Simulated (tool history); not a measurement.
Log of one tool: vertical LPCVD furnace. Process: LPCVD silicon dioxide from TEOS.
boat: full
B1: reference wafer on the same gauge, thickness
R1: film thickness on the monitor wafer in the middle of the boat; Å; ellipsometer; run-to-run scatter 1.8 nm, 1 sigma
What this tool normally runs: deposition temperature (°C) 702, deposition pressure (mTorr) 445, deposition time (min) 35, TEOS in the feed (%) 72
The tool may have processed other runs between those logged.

run 1 day=0 | deposition_temperature_(°C)=702 deposition_pressure_(mTorr)=445 deposition_time_(min)=45 TEOS_in_the_feed_(%)=72 | B1=366.06 | R1=4008.4
run 2 day=3.996 | deposition_temperature_(°C)=702 deposition_pressure_(mTorr)=445 deposition_time_(min)=45 TEOS_in_the_feed_(%)=72 | B1=365.36 | R1=3990.3
run 3 day=8.021 | deposition_temperature_(°C)=702 deposition_pressure_(mTorr)=485 deposition_time_(min)=38.5 TEOS_in_the_feed_(%)=72 | B1=365.69 | R1=3550.8
run 4 day=11.896 | deposition_temperature_(°C)=702 deposition_pressure_(mTorr)=485 deposition_time_(min)=38.5 TEOS_in_the_feed_(%)=72 | B1=365.74 | R1=3576.5
run 5 day=14.929 | deposition_temperature_(°C)=702 deposition_pressure_(mTorr)=485 deposition_time_(min)=38.5 TEOS_in_the_feed_(%)=72 | B1=365.36 | R1=3561.1
run 6 day=18.75 | deposition_temperature_(°C)=702 deposition_pressure_(mTorr)=495 deposition_time_(min)=24.5 TEOS_in_the_feed_(%)=72 | B1=365.76 | R1=2283.5
run 7 day=20.604 | deposition_temperature_(°C)=702 deposition_pressure_(mTorr)=495 deposition_time_(min)=24.5 TEOS_in_the_feed_(%)=72 | B1=365.33 | R1=2280.6
run 8 day=23.354 | deposition_temperature_(°C)=702 deposition_pressure_(mTorr)=495 deposition_time_(min)=24.5 TEOS_in_the_feed_(%)=72 | B1=366.08 | R1=2273.4
run 9 day=24.996 | deposition_temperature_(°C)=702 deposition_pressure_(mTorr)=445 deposition_time_(min)=35 TEOS_in_the_feed_(%)=72 | B1=365.55 | R1=3084.9
run 10 day=27.292 | deposition_temperature_(°C)=695 deposition_pressure_(mTorr)=445 deposition_time_(min)=35 TEOS_in_the_feed_(%)=72 | B1=366.14 | R1=2646.7
run 11 day=29.688 | deposition_temperature_(°C)=695 deposition_pressure_(mTorr)=445 deposition_time_(min)=35 TEOS_in_the_feed_(%)=72 | B1=366.1 | R1=2644
-- day=33.042 TEOS flow controller replaced
run 12 day=36.375 | deposition_temperature_(°C)=702 deposition_pressure_(mTorr)=445 deposition_time_(min)=35 TEOS_in_the_feed_(%)=72 | B1=365.82 | R1=3076
run 13 day=38.412 | deposition_temperature_(°C)=702 deposition_pressure_(mTorr)=445 deposition_time_(min)=35 TEOS_in_the_feed_(%)=72 | B1=365.87 | R1=3086.8
run 14 day=41.617 | deposition_temperature_(°C)=709 deposition_pressure_(mTorr)=445 deposition_time_(min)=35 TEOS_in_the_feed_(%)=72 | B1=365.54 | R1=3650.4
run 15 day=45.629 | deposition_temperature_(°C)=709 deposition_pressure_(mTorr)=445 deposition_time_(min)=35 TEOS_in_the_feed_(%)=72 | B1=365.61 | R1=3648.9
run 16 day=47.158 | deposition_temperature_(°C)=711 deposition_pressure_(mTorr)=345 deposition_time_(min)=46.5 TEOS_in_the_feed_(%)=83 | B1=365.89 | R1=4826.5
-- day=52.921 gauge calibrated
run 17 day=53.517 | deposition_temperature_(°C)=702 deposition_pressure_(mTorr)=335 deposition_time_(min)=24.5 TEOS_in_the_feed_(%)=72 | B1=365.9 | R1=1897.9
run 18 day=57.225 | deposition_temperature_(°C)=702 deposition_pressure_(mTorr)=495 deposition_time_(min)=24.5 TEOS_in_the_feed_(%)=72 | B1=366.17 | R1=2294.2
run 19 day=61.721 | deposition_temperature_(°C)=710 deposition_pressure_(mTorr)=510 deposition_time_(min)=40.5 TEOS_in_the_feed_(%)=60 | B1=365.73 | R1=4214.6
-- day=71.492 thermocouples replaced and temperature profile calibrated
run 20 day=72.217 | deposition_temperature_(°C)=702 deposition_pressure_(mTorr)=445 deposition_time_(min)=35 TEOS_in_the_feed_(%)=72 | B1=366.16 | R1=3098.6
run 21 day=74.817 | deposition_temperature_(°C)=708 deposition_pressure_(mTorr)=500 deposition_time_(min)=30 TEOS_in_the_feed_(%)=81 | B1=365.79 | R1=3436.2
run 22 day=78.767 | deposition_temperature_(°C)=702 deposition_pressure_(mTorr)=445 deposition_time_(min)=35 TEOS_in_the_feed_(%)=72 | B1=365.78 | R1=3144.4
run 23 day=82.512 | deposition_temperature_(°C)=702 deposition_pressure_(mTorr)=445 deposition_time_(min)=40.5 TEOS_in_the_feed_(%)=72 | B1=365.59 | R1=3602.5
-- day=84.767 pressure gauge zeroed
run 24 day=88.317 | deposition_temperature_(°C)=702 deposition_pressure_(mTorr)=445 deposition_time_(min)=35 TEOS_in_the_feed_(%)=72 | B1=366.37 | R1=3118
run 25 day=90.546 | deposition_temperature_(°C)=711 deposition_pressure_(mTorr)=495 deposition_time_(min)=39 TEOS_in_the_feed_(%)=72 | B1=365.75 | R1=4480.8
run 26 day=95.004 | deposition_temperature_(°C)=712 deposition_pressure_(mTorr)=445 deposition_time_(min)=27 TEOS_in_the_feed_(%)=61 | B1=365.94 | R1=2774.3
run 27 day=97.217 | deposition_temperature_(°C)=702 deposition_pressure_(mTorr)=445 deposition_time_(min)=35 TEOS_in_the_feed_(%)=72 | B1=366.19 | R1=3105.7
run 28 day=98.812 | deposition_temperature_(°C)=702 deposition_pressure_(mTorr)=445 deposition_time_(min)=35 TEOS_in_the_feed_(%)=72 | B1=366.33 | R1=3069.4
run 29 day=101.071 | deposition_temperature_(°C)=702 deposition_pressure_(mTorr)=480 deposition_time_(min)=35 TEOS_in_the_feed_(%)=72 | B1=365.4 | R1=3225.6
run 30 day=103.254 | deposition_temperature_(°C)=696 deposition_pressure_(mTorr)=410 deposition_time_(min)=35 TEOS_in_the_feed_(%)=62 | B1=366.3 | R1=2396.7
run 31 day=107.25 | deposition_temperature_(°C)=702 deposition_pressure_(mTorr)=445 deposition_time_(min)=41.5 TEOS_in_the_feed_(%)=82 | B1=365.99 | R1=3933.9
run 32 day=111.125 | deposition_temperature_(°C)=694 deposition_pressure_(mTorr)=445 deposition_time_(min)=27.5 TEOS_in_the_feed_(%)=60 | B1=365.81 | R1=1856.5

Below are 3 alternative next runs, each starting from the tool's condition after run 32. Predict each:
run A day=111.271 | deposition_temperature_(°C)=702 deposition_pressure_(mTorr)=445 deposition_time_(min)=35 TEOS_in_the_feed_(%)=72 | B1=? | R1=?
run B day=111.271 | deposition_temperature_(°C)=702 deposition_pressure_(mTorr)=485 deposition_time_(min)=35 TEOS_in_the_feed_(%)=72 | B1=? | R1=?
run C day=111.271 | deposition_temperature_(°C)=707 deposition_pressure_(mTorr)=355 deposition_time_(min)=35 TEOS_in_the_feed_(%)=72 | B1=? | R1=?

run=A B1=366.15 R1=3103.5
run=B B1=366.15 R1=3240
run=C B1=366.15 R1=3110.5
With the hidden condition removed and each run's random variation left untouched, the same runs would have given:
run=A R1=3103.5
run=B R1=3240
run=C R1=3110.5

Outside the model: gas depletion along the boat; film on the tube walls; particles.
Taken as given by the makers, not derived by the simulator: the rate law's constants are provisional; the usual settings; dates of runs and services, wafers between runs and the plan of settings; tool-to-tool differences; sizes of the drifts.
